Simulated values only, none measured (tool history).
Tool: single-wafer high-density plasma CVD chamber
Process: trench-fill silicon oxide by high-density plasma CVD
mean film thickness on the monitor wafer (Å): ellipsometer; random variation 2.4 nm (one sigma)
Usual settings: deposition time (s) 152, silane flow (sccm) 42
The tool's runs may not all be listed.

run,day,deposition time (s),silane flow (sccm),"read-back reference wafer on the same gauge, thickness_nm",mean film thickness on the monitor wafer (Å)
1,0.000,152,42,673.800,6139.95
2,2.546,152,42,674.163,6142.55
3,4.067,152,42,674.037,6159.78
4,6.567,152,42,673.943,6149.65
5,9.121,152,42,674.606,6116.57
# day 10.671: gauge calibrated
# day 10.754: silane flow controller replaced
6,10.962,152,42,674.678,6407.42
7,12.829,152,42,673.354,6386.22
8,14.725,152,42,673.343,6330.05
9,17.612,175,46,673.252,7833.13
10,20.312,152,42,675.065,6349.39
11,22.788,143,42,674.424,5947.57
12,24.900,177,37,673.898,6799.75
13,26.758,131,46,674.500,5826.19
# day 28.854: gauge calibrated
14,35.375,125,46,674.710,5561.81

Forecast each of these 4 alternatives for the next run:
A,35.392,152,35,?,?
B,35.392,166,34,?,?
C,35.392,127,37,?,?
D,35.392,144,45,?,?

run,"read-back reference wafer on the same gauge, thickness_nm",mean film thickness on the monitor wafer (Å)
A,673.583,5583.90
B,673.583,5986.52
C,673.583,4836.38
D,673.583,6258.82
Without the tool's hidden state the same runs would have given:
run,mean film thickness on the monitor wafer (Å)
A,5646.07
B,6053.18
C,4890.23
D,6328.51
